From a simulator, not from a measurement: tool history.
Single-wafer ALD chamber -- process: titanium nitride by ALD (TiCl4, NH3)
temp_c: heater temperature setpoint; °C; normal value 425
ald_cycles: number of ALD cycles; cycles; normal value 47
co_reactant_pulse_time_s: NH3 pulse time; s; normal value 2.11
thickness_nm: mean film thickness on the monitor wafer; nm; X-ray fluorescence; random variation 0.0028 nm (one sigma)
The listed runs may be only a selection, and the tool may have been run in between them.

run	day	temp_c	ald_cycles	co_reactant_pulse_time_s	read-back reference wafer on the same gauge, thickness_nm	thickness_nm
1	0.000	425	47	2.11	1.095	1.111
2	1.775	425	47	2.11	1.090	1.110
3	2.342	425	47	2.11	1.090	1.107
4	2.704	425	47	2.11	1.090	1.105
5	3.158	425	47	2.11	1.089	1.101
6	3.833	425	47	2.11	1.089	1.104
7	4.233	425	47	2.11	1.089	1.110
8	4.488	425	47	2.11	1.088	1.106
9	5.212	425	47	2.11	1.089	1.103
10	5.525	425	47	2.11	1.089	1.107
# day 7.325: showerhead replaced
11	7.408	425	47	2.11	1.088	1.105
12	8.129	425	47	2.11	1.088	1.107
# day 8.525: thermocouple changed; heater temperature recalibrated
# day 8.975: gauge calibrated
13	10.112	425	47	2.11	1.098	1.115
14	10.675	425	40	2.11	1.095	0.944
15	10.983	425	47	2.11	1.095	1.111
16	11.246	425	47	2.11	1.094	1.115
17	11.892	425	47	2.11	1.093	1.113
18	12.217	425	47	2.11	1.093	1.115
19	12.883	425	52	1.71	1.092	1.218
20	13.533	425	47	2.11	1.091	1.111
21	14.033	433	47	2.11	1.089	1.111
22	14.538	425	42	2.11	1.091	0.985
23	14.800	425	47	2.11	1.090	1.114
24	15.133	431	56	1.71	1.091	1.312
25	15.742	425	52	1.71	1.089	1.214
26	16.125	425	53	2.34	1.091	1.258
27	16.496	412	54	1.28	1.089	1.236
28	18.112	425	52	1.71	1.089	1.215
29	18.396	425	56	1.77	1.091	1.313
# day 18.821: gauge calibrated
30	18.825	435	47	2.11	1.104	1.124
31	19.183	425	47	2.34	1.103	1.122
32	19.492	439	54	2.86	1.101	1.292
33	20.162	425	47	2.11	1.100	1.114
34	20.638	432	54	1.88	1.098	1.276
35	21.362	436	47	1.80	1.097	1.110
36	21.754	425	47	2.11	1.096	1.109

Same runs, no hidden state in the tool, same run-to-run variation:
Hidden conditions of the tool in this case: wafer temperature above the value expected at the setpoint (K); gauge reads high (%).
run	thickness_nm
1	1.117
2	1.119
3	1.117
4	1.115
5	1.112
6	1.115
7	1.121
8	1.117
9	1.115
10	1.118
11	1.117
12	1.119
13	1.117
14	0.948
15	1.116
16	1.120
17	1.119
18	1.122
19	1.227
20	1.120
21	1.119
22	0.993
23	1.124
24	1.324
25	1.225
26	1.270
27	1.248
28	1.227
29	1.326
30	1.120
31	1.119
32	1.290
33	1.114
34	1.277
35	1.112
36	1.112

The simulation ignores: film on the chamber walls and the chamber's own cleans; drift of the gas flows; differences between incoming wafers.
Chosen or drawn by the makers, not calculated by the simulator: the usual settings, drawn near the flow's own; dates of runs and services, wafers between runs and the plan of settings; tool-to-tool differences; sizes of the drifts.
